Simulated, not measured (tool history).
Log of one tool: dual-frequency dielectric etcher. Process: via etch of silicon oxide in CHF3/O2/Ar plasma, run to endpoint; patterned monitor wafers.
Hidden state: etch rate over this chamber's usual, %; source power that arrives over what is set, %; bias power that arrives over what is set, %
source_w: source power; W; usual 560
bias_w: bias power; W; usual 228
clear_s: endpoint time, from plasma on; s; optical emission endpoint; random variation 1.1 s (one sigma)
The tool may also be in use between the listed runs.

run   hour  source_w  bias_w  wafers since the last listed run  hours since the last wet clean  hours since the last source power generator calibration  hours since the last bias power generator calibration  hours since the last upper electrode change  incoming incoming film thickness, nm  clear_s
  1    0.0       560     199                                 0                           528.3                                                   1467.0                                                 1655.4                                       3924.3                                 812.7    373.7
  2   40.3       560     199                               137                           568.6                                                   1507.3                                                 1695.7                                       3964.6                                 813.0    372.8
  3  102.7       560     209                               212                           631.0                                                   1569.7                                                 1758.1                                       4027.0                                 820.3    365.5
     132.9  -- wet clean of the chamber
  4  139.0       560     228                                41                             6.1                                                   1606.0                                                 1794.4                                       4063.3                                 809.4    353.7
  5  184.0       560     228                               153                            51.1                                                   1651.0                                                 1839.4                                       4108.3                                 809.4    355.2
  6  237.3       560     228                               181                           104.4                                                   1704.3                                                 1892.7                                       4161.6                                 811.8    352.8
  7  299.2       560     228                               210                           166.3                                                   1766.2                                                 1954.6                                       4223.5                                 810.7    351.9
  8  333.6       630     254                               116                           200.7                                                   1800.6                                                 1989.0                                       4257.9                                 815.8    318.5
  9  358.2       560     228                                83                           225.3                                                   1825.2                                                 2013.6                                       4282.5                                 809.2    348.9
 10  395.7       560     228                               127                           262.8                                                   1862.7                                                 2051.1                                       4320.0                                 812.2    351.8
 11  444.0       560     228                               164                           311.1                                                   1911.0                                                 2099.4                                       4368.3                                 813.0    350.8
 12  476.6       450     228                               110                           343.7                                                   1943.6                                                 2132.0                                       4400.9                                 806.8    372.8
 13  533.7       450     228                               194                           400.8                                                   2000.7                                                 2189.1                                       4458.0                                 809.2    375.4
 14  590.3       450     228                               192                           457.4                                                   2057.3                                                 2245.7                                       4514.6                                 806.8    373.7
 15  656.3       560     228                               224                           523.4                                                   2123.3                                                 2311.7                                       4580.6                                 806.0    345.3
     680.7  -- upper electrode replaced
 16  728.0       510     228                               162                           595.1                                                   2195.0                                                 2383.4                                         47.3                                 813.2    355.7

Forecast run 17:
 17  767.0       560     228                               132                           634.1                                                   2234.0                                                 2422.4                                         86.3                                 804.0        ?

{"run 17": {"clear_s": 342.6}}
Without the tool's hidden state the same run would have given clear_s 360.8 s.
